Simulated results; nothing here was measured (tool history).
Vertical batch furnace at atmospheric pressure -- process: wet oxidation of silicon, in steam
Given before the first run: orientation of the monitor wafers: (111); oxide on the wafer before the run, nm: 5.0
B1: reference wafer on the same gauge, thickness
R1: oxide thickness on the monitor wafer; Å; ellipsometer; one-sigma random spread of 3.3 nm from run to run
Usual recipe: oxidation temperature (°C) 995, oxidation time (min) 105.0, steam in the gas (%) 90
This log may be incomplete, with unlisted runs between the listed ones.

run 1 day=0.000 | oxidation_temperature_(°C)=995 oxidation_time_(min)=67.0 steam_in_the_gas_(%)=90 | B1=633.70 | R1=4570.0
run 2 day=2.608 | oxidation_temperature_(°C)=995 oxidation_time_(min)=67.0 steam_in_the_gas_(%)=90 | B1=634.93 | R1=4562.8
run 3 day=5.608 | oxidation_temperature_(°C)=995 oxidation_time_(min)=67.0 steam_in_the_gas_(%)=90 | B1=636.99 | R1=4597.8
run 4 day=7.379 | oxidation_temperature_(°C)=995 oxidation_time_(min)=105.0 steam_in_the_gas_(%)=90 | B1=637.28 | R1=5997.6
run 5 day=10.233 | oxidation_temperature_(°C)=995 oxidation_time_(min)=105.0 steam_in_the_gas_(%)=90 | B1=638.73 | R1=6013.6
run 6 day=11.917 | oxidation_temperature_(°C)=995 oxidation_time_(min)=105.0 steam_in_the_gas_(%)=90 | B1=640.18 | R1=6087.3
run 7 day=15.329 | oxidation_temperature_(°C)=995 oxidation_time_(min)=105.0 steam_in_the_gas_(%)=90 | B1=640.49 | R1=6087.1
run 8 day=18.962 | oxidation_temperature_(°C)=995 oxidation_time_(min)=105.0 steam_in_the_gas_(%)=90 | B1=640.11 | R1=6146.0
run 9 day=20.633 | oxidation_temperature_(°C)=995 oxidation_time_(min)=105.0 steam_in_the_gas_(%)=90 | B1=643.13 | R1=6110.8
run 10 day=23.325 | oxidation_temperature_(°C)=995 oxidation_time_(min)=105.0 steam_in_the_gas_(%)=90 | B1=642.26 | R1=6094.2
run 11 day=24.925 | oxidation_temperature_(°C)=995 oxidation_time_(min)=105.0 steam_in_the_gas_(%)=96 | B1=642.72 | R1=6277.2
-- day=26.767 gauge calibrated
-- day=28.100 thermocouples replaced and temperature profile calibrated
run 12 day=28.121 | oxidation_temperature_(°C)=995 oxidation_time_(min)=105.0 steam_in_the_gas_(%)=90 | B1=620.75 | R1=5883.2
run 13 day=29.258 | oxidation_temperature_(°C)=1005 oxidation_time_(min)=140.5 steam_in_the_gas_(%)=84 | B1=623.23 | R1=7066.6
-- day=31.675 steam generator serviced
run 14 day=31.696 | oxidation_temperature_(°C)=995 oxidation_time_(min)=105.0 steam_in_the_gas_(%)=86 | B1=624.37 | R1=5783.8

What will run 15 give?
run 15 day=32.621 | oxidation_temperature_(°C)=1007 oxidation_time_(min)=105.0 steam_in_the_gas_(%)=90 | B1=? | R1=?

Run 15 measured B1 627.11, R1 6299.8 Å.
Take away the tool's hidden state, keep the run-to-run variation as it was, and the same run would have given R1 6170.5 Å.

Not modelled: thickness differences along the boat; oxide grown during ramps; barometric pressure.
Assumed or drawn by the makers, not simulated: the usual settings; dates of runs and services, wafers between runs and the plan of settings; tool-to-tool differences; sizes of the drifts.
